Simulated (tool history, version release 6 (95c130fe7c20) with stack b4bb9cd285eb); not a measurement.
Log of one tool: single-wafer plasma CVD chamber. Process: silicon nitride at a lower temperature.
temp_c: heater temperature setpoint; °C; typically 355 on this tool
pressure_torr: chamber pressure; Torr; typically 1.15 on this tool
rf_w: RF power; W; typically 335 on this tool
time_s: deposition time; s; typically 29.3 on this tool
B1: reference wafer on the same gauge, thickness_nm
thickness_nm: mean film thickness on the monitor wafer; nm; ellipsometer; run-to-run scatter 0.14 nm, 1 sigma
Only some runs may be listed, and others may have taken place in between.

Run 1, hour 0.0: usual settings but temp_c 365 °C; B1 37.085. Result: thickness_nm 32.577 nm.
Run 2, hour 12.5: usual settings; B1 37.127. Result: thickness_nm 32.444 nm.
Run 3, hour 26.5: usual settings; B1 37.049. Result: thickness_nm 32.751 nm.
Run 4, hour 43.3: usual settings; B1 37.041. Result: thickness_nm 32.623 nm.
At hour 53.7: thermocouple changed; heater temperature recalibrated.
At hour 57.0: RF generator calibrated.
Run 5, hour 60.3: usual settings but rf_w 350 W; B1 37.113. Result: thickness_nm 34.018 nm.
Run 6, hour 68.4: usual settings but rf_w 350 W; B1 37.166. Result: thickness_nm 34.022 nm.
Run 7, hour 85.1: usual settings but rf_w 350 W; B1 37.064. Result: thickness_nm 34.049 nm.
Run 8, hour 99.5: usual settings; B1 37.215. Result: thickness_nm 33.391 nm.
Run 9, hour 113.0: usual settings but temp_c 343 °C, pressure_torr 0.96 Torr, rf_w 305 W; B1 37.060. Result: thickness_nm 31.387 nm.
Run 10, hour 128.1: usual settings but pressure_torr 1.07 Torr, time_s 25.8 s; B1 37.069. Result: thickness_nm 29.106 nm.
At hour 136.8: gauge calibrated.
Run 11, hour 142.8: usual settings but temp_c 364 °C, pressure_torr 0.87 Torr, rf_w 295 W, time_s 27.3 s; B1 37.093. Result: thickness_nm 28.235 nm.
At hour 155.5: capacitance manometer re-zeroed and calibrated.
Run 12, hour 156.0: usual settings; B1 37.121. Result: thickness_nm 33.326 nm.
Run 13, hour 167.3: usual settings but temp_c 349 °C, rf_w 380 W, time_s 25.9 s; B1 37.154. Result: thickness_nm 31.211 nm.
Run 14, hour 179.8: usual settings but time_s 32.4 s; B1 37.134. Result: thickness_nm 36.658 nm.
Run 15, hour 194.5: usual settings; B1 37.141. Result: thickness_nm 33.302 nm.
Run 16, hour 210.4: usual settings but temp_c 346 °C, time_s 23.8 s; B1 37.158. Result: thickness_nm 27.079 nm.
Run 17, hour 226.6: usual settings; B1 37.102. Result: thickness_nm 33.386 nm.
At hour 234.8: showerhead replaced.
Run 18, hour 242.4: usual settings but temp_c 369 °C, rf_w 290 W; B1 37.148. Result: thickness_nm 31.145 nm.
Run 19, hour 257.3: usual settings but pressure_torr 0.93 Torr; B1 37.090. Result: thickness_nm 32.173 nm.
Run 20, hour 271.3: usual settings but pressure_torr 1.08 Torr; B1 37.085. Result: thickness_nm 32.877 nm.
Run 21, hour 287.1: usual settings; B1 37.133. Result: thickness_nm 33.362 nm.
Run 22, hour 297.5: usual settings; B1 37.116. Result: thickness_nm 33.027 nm.
Run 23, hour 314.1: usual settings but temp_c 346 °C, pressure_torr 1.28 Torr, rf_w 280 W, time_s 26.6 s; B1 37.096. Result: thickness_nm 28.172 nm.
Run 24, hour 329.5: usual settings but temp_c 344 °C, rf_w 295 W; B1 37.108. Result: thickness_nm 31.591 nm.
Run 25, hour 336.1: usual settings but temp_c 368 °C, pressure_torr 1.41 Torr, rf_w 280 W; B1 37.046. Result: thickness_nm 31.476 nm.
Run 26, hour 348.4: usual settings but pressure_torr 0.88 Torr; B1 37.096. Result: thickness_nm 32.047 nm.
Run 27, hour 362.4: usual settings but time_s 34.9 s; B1 37.124. Result: thickness_nm 39.617 nm.
Run 28, hour 374.6: usual settings but temp_c 367 °C, rf_w 305 W; B1 37.109. Result: thickness_nm 31.729 nm.

List, for all runs, the conditions of the tool that the log does not record:
wafer temperature above the value expected at the setpoint (K): 0 in every run
true pressure above the setpoint (%): 0 in every run
gauge reads high (%): 0 in every run
H1: delivered RF power above the setpoint (%)
run      H1
  1    -6.7
  2   -6.81
  3   -6.94
  4   -7.09
  5  -0.606
  6  -0.678
  7  -0.827
  8  -0.956
  9   -1.08
 10   -1.21
 11   -1.34
 12   -1.46
 13   -1.56
 14   -1.67
 15    -1.8
 16   -1.95
 17   -2.09
 18   -2.23
 19   -2.37
 20   -2.49
 21   -2.63
 22   -2.72
 23   -2.87
 24   -3.01
 25   -3.07
 26   -3.18
 27    -3.3
 28   -3.41
